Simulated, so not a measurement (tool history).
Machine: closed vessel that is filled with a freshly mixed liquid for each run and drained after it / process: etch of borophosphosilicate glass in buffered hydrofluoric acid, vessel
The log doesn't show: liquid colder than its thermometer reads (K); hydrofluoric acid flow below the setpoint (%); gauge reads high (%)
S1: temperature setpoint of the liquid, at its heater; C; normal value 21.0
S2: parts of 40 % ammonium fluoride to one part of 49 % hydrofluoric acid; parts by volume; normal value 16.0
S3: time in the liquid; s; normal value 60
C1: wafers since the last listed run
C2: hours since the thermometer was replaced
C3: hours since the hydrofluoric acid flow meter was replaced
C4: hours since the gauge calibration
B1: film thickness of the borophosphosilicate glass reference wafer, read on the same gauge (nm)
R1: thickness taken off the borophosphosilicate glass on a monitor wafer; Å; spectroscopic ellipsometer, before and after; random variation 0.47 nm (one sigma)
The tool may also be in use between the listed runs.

run   hour    S1    S2  S3     C1      C2      C3     C4     B1      R1
  1    0.0  21.0  16.0  60      0   945.2   863.5   83.7  70.09   689.3
  2   17.2  21.0  16.0  60   1966   962.4   880.7  100.9  70.01   704.3
  3   46.7  21.0  16.0  60   3372   991.9   910.2  130.4  70.00   696.1
  4   76.8  21.0  16.0  60   3441  1022.0   940.3  160.5  69.99   699.2
  5   96.8  21.0  16.0  60   2286  1042.0   960.3  180.5  69.96   709.5
  6  156.6  21.0  16.0  60   6836  1101.8  1020.1  240.3  69.84   707.8
  7  170.5  21.0  16.0  60   1589  1115.7  1034.0  254.2  69.78   700.1
  8  195.8  21.0  16.0  60   2892  1141.0  1059.3  279.5  69.78   707.6
  9  236.2  21.0  16.0  60   4618  1181.4  1099.7  319.9  69.62   693.8
 10  249.8  21.0  16.0  60   1554  1195.0  1113.3  333.5  69.55   700.9
 11  325.7  21.0  16.0  60   8677  1270.9  1189.2  409.4  69.32   695.9
     346.3  -- hydrofluoric acid flow meter replaced
 12  354.2  21.0  16.0  60   3144  1299.4     7.9  437.9  69.22   696.1
 13  380.1  21.0  12.5  60   2961  1325.3    33.8  463.8  69.08   890.0
 14  392.2  21.0  13.5  45   1383  1337.4    45.9  475.9  69.05   608.2
 15  427.3  21.0  16.0  60   4012  1372.5    81.0  511.0  68.90   682.8
 16  443.9  21.0  16.0  60   1897  1389.1    97.6  527.6  68.77   686.4
 17  474.5  17.0  16.0  30   3498  1419.7   128.2  558.2  68.62   273.6
     495.0  -- thermometer replaced
     505.7  -- gauge calibrated
 18  506.5  21.0  16.0  60   3544    11.5   160.2    0.8  70.23   692.5
 19  534.5  18.5  16.0  45   3201    39.5   188.2   28.8  70.17   459.8
 20  559.0  21.0  16.0  40   2801    64.0   212.7   53.3  70.22   466.1
 21  579.3  21.0  19.0  60   2320    84.3   233.0   73.6  70.21   592.1
 22  603.3  21.0  16.0  60   2743   108.3   257.0   97.6  70.16   704.7
 23  696.7  21.0  22.5  35  10678   201.7   350.4  191.0  69.98   300.7
 24  709.1  19.5  10.0  60   1417   214.1   362.8  203.4  69.99  1027.4
 25  729.3  23.0  16.0  35   2309   234.3   383.0  223.6  70.00   457.0

Each row is a separate what-if for the run after 25, all from the same tool condition, not one after another. Results?
  A  730.0  21.0  16.0  90  80  235.0  383.7  224.3   ?   ?
  B  730.0  23.5  22.5  70  80  235.0  383.7  224.3   ?   ?
  C  730.0  19.0  14.0  85  80  235.0  383.7  224.3   ?   ?
  D  730.0  19.0  22.0  45  80  235.0  383.7  224.3   ?   ?
  E  730.0  18.5  16.0  60  80  235.0  383.7  224.3   ?   ?

run     B1      R1
  A  69.94  1046.9
  B  69.94   690.1
  C  69.94  1009.9
  D  69.94   351.5
  E  69.94   607.5
Stripped of hidden state, with their random variation kept, the same runs would have yielded:
run      R1
  A  1047.7
  B   690.6
  C  1010.6
  D   351.8
  E   607.9
